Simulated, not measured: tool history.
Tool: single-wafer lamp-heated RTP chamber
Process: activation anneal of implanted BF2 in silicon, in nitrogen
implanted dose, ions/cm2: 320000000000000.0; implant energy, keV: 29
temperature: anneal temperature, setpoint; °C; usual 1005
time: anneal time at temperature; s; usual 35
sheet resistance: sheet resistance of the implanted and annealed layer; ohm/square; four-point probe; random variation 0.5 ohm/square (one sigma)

run	hour	temperature	time	wafers since the last listed run	wafers since the last pyrometer calibration	wafers since the reflector plate was cleaned	hours since the gauge calibration	read-back reference wafer on the same gauge, sheet resistance	sheet resistance
1	0	1005	45	0	325	4175	281.1	321.92	334.34
# hour 10.3: gauge calibrated
2	11.3	1005	35	189	514	4365	1	322.07	335.93
3	17.8	1005	35	108	623	4473	7.5	322	335.54
4	35.1	1005	35	289	912	4763	24.8	322.01	336.44
5	41.5	1005	35	107	1019	4870	31.2	321.93	335.05
6	59.1	1005	35	294	1314	5165	48.8	322.13	336.17
7	75.2	1023	35	269	1584	5434	64.9	321.9	333.3
8	91.5	1005	35	272	1856	5707	81.2	322.11	335.32
9	124.5	1005	35	552	2409	6259	114.2	321.82	335.71
10	138.7	1005	35	237	2646	6497	128.4	322.06	334.85
11	150.7	1005	41	200	2847	6698	140.4	321.98	334.42
12	157.4	1005	35	112	2959	6810	147.1	321.87	334.68
13	163.8	1005	35	107	3066	6917	153.5	321.85	334.62
14	174.3	1028	21	175	3242	7093	164	321.95	334.96
15	182.6	1005	35	138	3381	7232	172.3	321.93	334.97
# hour 194.2: pyrometer window cleaned and pyrometer calibrated
16	231.6	981	26	686	625	7918	221.3	321.92	342.79
17	256.3	1005	19	413	1038	8331	246	322.17	338.06
# hour 265.2: gauge calibrated
18	267.2	994	35	182	1221	8514	2	322.03	337.21
19	275.2	1020	35	133	1355	8648	10	321.96	333.54
# hour 285.4: reflector plate cleaned
20	290.9	1020	27	128	1484	91	25.7	322.15	335.45
21	305.7	979	16	247	1731	339	40.5	321.92	344.22
22	315.1	988	35	157	1889	496	49.9	322.1	338.34
23	322.8	978	25	128	2018	625	57.6	321.97	341.75
24	337.9	1005	35	252	2270	878	72.7	321.99	334.98
25	367.6	1005	35	497	2767	1375	102.4	322.11	335.55
26	379.1	1023	52	192	2960	1567	113.9	322.02	329.26
# hour 398.2: pyrometer window cleaned and pyrometer calibrated
27	398.7	979	45	194	8	1761	133.5	322.14	341.23
28	401.3	977	52	43	51	1805	136.1	322.02	341.75
29	410.4	980	26	152	204	1957	145.2	321.8	343.86

Forecast each of these 5 alternatives for the next run:
A	410.8	1005	27	6	210	1964	145.6	?	?
B	410.8	1005	15	6	210	1964	145.6	?	?
C	410.8	1018	22	6	210	1964	145.6	?	?
D	410.8	992	21	6	210	1964	145.6	?	?
E	410.8	1029	48	6	210	1964	145.6	?	?

run	read-back reference wafer on the same gauge, sheet resistance	sheet resistance
A	322.05	337.81
B	322.05	340.17
C	322.05	337.3
D	322.05	341.29
E	322.05	330.7
Without the tool's hidden state the same runs would have given:
run	sheet resistance
A	337.98
B	340.33
C	337.41
D	341.6
E	330.89
